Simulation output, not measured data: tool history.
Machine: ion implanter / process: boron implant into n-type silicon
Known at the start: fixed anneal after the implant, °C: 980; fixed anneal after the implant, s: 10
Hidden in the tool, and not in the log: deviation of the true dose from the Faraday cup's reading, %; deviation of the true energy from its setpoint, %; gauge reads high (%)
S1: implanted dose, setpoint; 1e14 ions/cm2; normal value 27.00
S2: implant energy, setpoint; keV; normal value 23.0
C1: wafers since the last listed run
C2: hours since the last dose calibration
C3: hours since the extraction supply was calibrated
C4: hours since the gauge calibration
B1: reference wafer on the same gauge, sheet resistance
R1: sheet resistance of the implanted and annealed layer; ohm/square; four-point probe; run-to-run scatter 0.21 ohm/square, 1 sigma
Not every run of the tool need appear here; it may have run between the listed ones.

run 1 hour=0.0 | S1=32.22 S2=23.0 | C1=0 C2=1665.2 C3=5922.1 C4=617.5 | B1=69.23 | R1=79.43
-- hour=22.9 extraction supply calibrated
run 2 hour=29.7 | S1=32.22 S2=23.0 | C1=362 C2=1694.9 C3=6.8 C4=647.2 | B1=69.15 | R1=79.47
run 3 hour=62.9 | S1=27.00 S2=23.0 | C1=554 C2=1728.1 C3=40.0 C4=680.4 | B1=69.21 | R1=85.02
run 4 hour=90.4 | S1=27.00 S2=23.0 | C1=459 C2=1755.6 C3=67.5 C4=707.9 | B1=69.20 | R1=84.69
run 5 hour=108.5 | S1=27.00 S2=23.0 | C1=302 C2=1773.7 C3=85.6 C4=726.0 | B1=69.21 | R1=84.58
run 6 hour=122.4 | S1=24.09 S2=23.0 | C1=232 C2=1787.6 C3=99.5 C4=739.9 | B1=69.17 | R1=89.21
run 7 hour=138.1 | S1=24.09 S2=23.0 | C1=262 C2=1803.3 C3=115.2 C4=755.6 | B1=69.18 | R1=88.70
run 8 hour=155.6 | S1=29.83 S2=23.0 | C1=292 C2=1820.8 C3=132.7 C4=773.1 | B1=69.21 | R1=82.07
run 9 hour=186.3 | S1=29.83 S2=23.0 | C1=512 C2=1851.5 C3=163.4 C4=803.8 | B1=69.23 | R1=81.55
run 10 hour=213.9 | S1=29.83 S2=23.0 | C1=460 C2=1879.1 C3=191.0 C4=831.4 | B1=69.18 | R1=81.96
run 11 hour=227.1 | S1=21.39 S2=23.0 | C1=220 C2=1892.3 C3=204.2 C4=844.6 | B1=69.17 | R1=93.25
run 12 hour=253.1 | S1=22.92 S2=23.0 | C1=433 C2=1918.3 C3=230.2 C4=870.6 | B1=69.15 | R1=90.75
run 13 hour=267.6 | S1=33.51 S2=17.5 | C1=242 C2=1932.8 C3=244.7 C4=885.1 | B1=69.21 | R1=87.08
run 14 hour=286.0 | S1=27.00 S2=23.0 | C1=307 C2=1951.2 C3=263.1 C4=903.5 | B1=69.16 | R1=84.69
run 15 hour=302.0 | S1=24.48 S2=21.0 | C1=267 C2=1967.2 C3=279.1 C4=919.5 | B1=69.21 | R1=90.51
run 16 hour=332.1 | S1=20.04 S2=27.5 | C1=502 C2=1997.3 C3=309.2 C4=949.6 | B1=69.16 | R1=93.78
run 17 hour=355.1 | S1=24.11 S2=16.5 | C1=383 C2=2020.3 C3=332.2 C4=972.6 | B1=69.21 | R1=97.89
run 18 hour=385.5 | S1=30.28 S2=30.5 | C1=507 C2=2050.7 C3=362.6 C4=1003.0 | B1=69.23 | R1=76.63
run 19 hour=421.4 | S1=20.79 S2=16.5 | C1=599 C2=2086.6 C3=398.5 C4=1038.9 | B1=69.12 | R1=103.97
run 20 hour=447.9 | S1=27.00 S2=23.0 | C1=442 C2=2113.1 C3=425.0 C4=1065.4 | B1=69.23 | R1=84.71
run 21 hour=472.5 | S1=33.15 S2=27.5 | C1=410 C2=2137.7 C3=449.6 C4=1090.0 | B1=69.18 | R1=74.95
-- hour=502.5 Faraday cup replaced and dose calibrated
run 22 hour=505.0 | S1=22.42 S2=16.0 | C1=408 C2=2.5 C3=482.1 C4=1122.5 | B1=69.26 | R1=100.03
-- hour=508.9 gauge calibrated
run 23 hour=536.1 | S1=27.00 S2=23.0 | C1=519 C2=33.6 C3=513.2 C4=27.2 | B1=69.19 | R1=83.41
run 24 hour=570.7 | S1=29.65 S2=25.5 | C1=577 C2=68.2 C3=547.8 C4=61.8 | B1=69.17 | R1=78.80
run 25 hour=605.2 | S1=32.01 S2=27.0 | C1=575 C2=102.7 C3=582.3 C4=96.3 | B1=69.18 | R1=75.53
run 26 hour=628.7 | S1=21.63 S2=18.0 | C1=392 C2=126.2 C3=605.8 C4=119.8 | B1=69.19 | R1=97.95
run 27 hour=659.0 | S1=24.51 S2=25.5 | C1=505 C2=156.5 C3=636.1 C4=150.1 | B1=69.14 | R1=85.16
run 28 hour=677.6 | S1=24.73 S2=19.5 | C1=310 C2=175.1 C3=654.7 C4=168.7 | B1=69.17 | R1=90.91
run 29 hour=693.4 | S1=24.65 S2=23.0 | C1=263 C2=190.9 C3=670.5 C4=184.5 | B1=69.21 | R1=87.01
run 30 hour=722.1 | S1=19.60 S2=19.5 | C1=479 C2=219.6 C3=699.2 C4=213.2 | B1=69.16 | R1=100.00
run 31 hour=748.2 | S1=27.00 S2=23.0 | C1=435 C2=245.7 C3=725.3 C4=239.3 | B1=69.18 | R1=83.99
run 32 hour=778.2 | S1=27.00 S2=25.0 | C1=500 C2=275.7 C3=755.3 C4=269.3 | B1=69.17 | R1=82.43
run 33 hour=808.0 | S1=23.00 S2=26.0 | C1=497 C2=305.5 C3=785.1 C4=299.1 | B1=69.21 | R1=87.47
run 34 hour=841.8 | S1=32.67 S2=28.5 | C1=564 C2=339.3 C3=818.9 C4=332.9 | B1=69.23 | R1=74.53
run 35 hour=865.1 | S1=27.00 S2=23.0 | C1=388 C2=362.6 C3=842.2 C4=356.2 | B1=69.22 | R1=84.06
run 36 hour=888.7 | S1=24.30 S2=19.5 | C1=393 C2=386.2 C3=865.8 C4=379.8 | B1=69.16 | R1=91.83

What was the tool's hidden state at every run in the log?
deviation of the true energy from its setpoint, %: 0 in every run
gauge reads high (%): 0 in every run
H1: deviation of the true dose from the Faraday cup's reading, %
run=1 H1=-4.67
run=2 H1=-4.69
run=3 H1=-4.71
run=4 H1=-4.73
run=5 H1=-4.74
run=6 H1=-4.74
run=7 H1=-4.75
run=8 H1=-4.76
run=9 H1=-4.77
run=10 H1=-4.79
run=11 H1=-4.79
run=12 H1=-4.8
run=13 H1=-4.81
run=14 H1=-4.82
run=15 H1=-4.82
run=16 H1=-4.84
run=17 H1=-4.84
run=18 H1=-4.85
run=19 H1=-4.87
run=20 H1=-4.87
run=21 H1=-4.88
run=22 H1=-0.512
run=23 H1=-0.757
run=24 H1=-1.02
run=25 H1=-1.26
run=26 H1=-1.42
run=27 H1=-1.62
run=28 H1=-1.74
run=29 H1=-1.83
run=30 H1=-2
run=31 H1=-2.15
run=32 H1=-2.31
run=33 H1=-2.47
run=34 H1=-2.64
run=35 H1=-2.75
run=36 H1=-2.85

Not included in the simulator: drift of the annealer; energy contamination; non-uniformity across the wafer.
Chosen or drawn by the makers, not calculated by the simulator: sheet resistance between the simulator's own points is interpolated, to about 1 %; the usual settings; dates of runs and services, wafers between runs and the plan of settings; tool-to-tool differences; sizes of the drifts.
